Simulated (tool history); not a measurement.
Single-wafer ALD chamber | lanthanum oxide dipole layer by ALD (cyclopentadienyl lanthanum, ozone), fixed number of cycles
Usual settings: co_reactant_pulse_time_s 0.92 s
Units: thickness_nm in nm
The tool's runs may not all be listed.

run    hour  co_reactant_pulse_time_s  read-back reference wafer on the same gauge, thickness_nm  thickness_nm
  1       0                      0.92                                                      0.425          0.46
  2    71.6                      0.92                                                      0.425         0.459
  3   251.6                      0.92                                                      0.425         0.467
  4   420.6                      1.02                                                      0.425         0.487
  5   513.4                      0.66                                                      0.425         0.404
  6   590.5                      0.66                                                      0.425         0.406
  7   630.8                      0.72                                                      0.425         0.421
  8   737.9                      0.74                                                      0.425         0.426
  9     827                      0.92                                                      0.425         0.466
 10   918.5                      0.92                                                      0.425         0.466
 11   999.3                      0.76                                                      0.425         0.429
 12  1061.6                      0.76                                                      0.425         0.431
 13  1152.3                      0.92                                                      0.425         0.464
 14    1222                      0.78                                                      0.425         0.434
 15  1282.9                      0.92                                                      0.425         0.464
 16  1598.9                      1.24                                                      0.425         0.505
 17  1693.2                      1.27                                                      0.425          0.51
 18  1739.3                      0.92                                                      0.425         0.469
 19  1786.8                      0.72                                                      0.425         0.424
 20    1872                      0.92                                                      0.425         0.469
 21  1951.3                      1.22                                                      0.425          0.51
 22  2121.6                      0.73                                                      0.425         0.424
 23    2210                       0.6                                                      0.425         0.383
 24  2276.1                      1.25                                                      0.425         0.511
 25  2335.3                      1.21                                                      0.425         0.506

Not shown: 6 entries that the log had between the listed runs. Between which runs, and how does the tool's hidden state differ before and after?
Between runs 2 and 3: ozone generator serviced (hour 101.5)
  ozone dose above that of a generator just serviced (%): -4.92 -> -0.531
  measured less the result without the state, thickness_nm: -0.009 -> -0.001 nm
Between runs 3 and 4: gauge calibrated (hour 368.4)
  ozone dose above that of a generator just serviced (%): -0.531 -> -1.07
  measured less the result without the state, thickness_nm: -0.001 -> -0.002 nm
Between runs 12 and 13: showerhead replaced (hour 1072.4); thermocouple changed; heater temperature recalibrated (hour 1102.3)
  ozone dose above that of a generator just serviced (%): -3.1 -> -3.39
  measured less the result without the state, thickness_nm: -0.006 -> -0.006 nm
Between runs 16 and 17: gauge calibrated (hour 1631.7)
  ozone dose above that of a generator just serviced (%): -4.8 -> -5.1
  measured less the result without the state, thickness_nm: -0.006 -> -0.006 nm
Between runs 17 and 18: ozone generator serviced (hour 1732.1)
  ozone dose above that of a generator just serviced (%): -5.1 -> -0.838
  measured less the result without the state, thickness_nm: -0.006 -> -0.002 nm
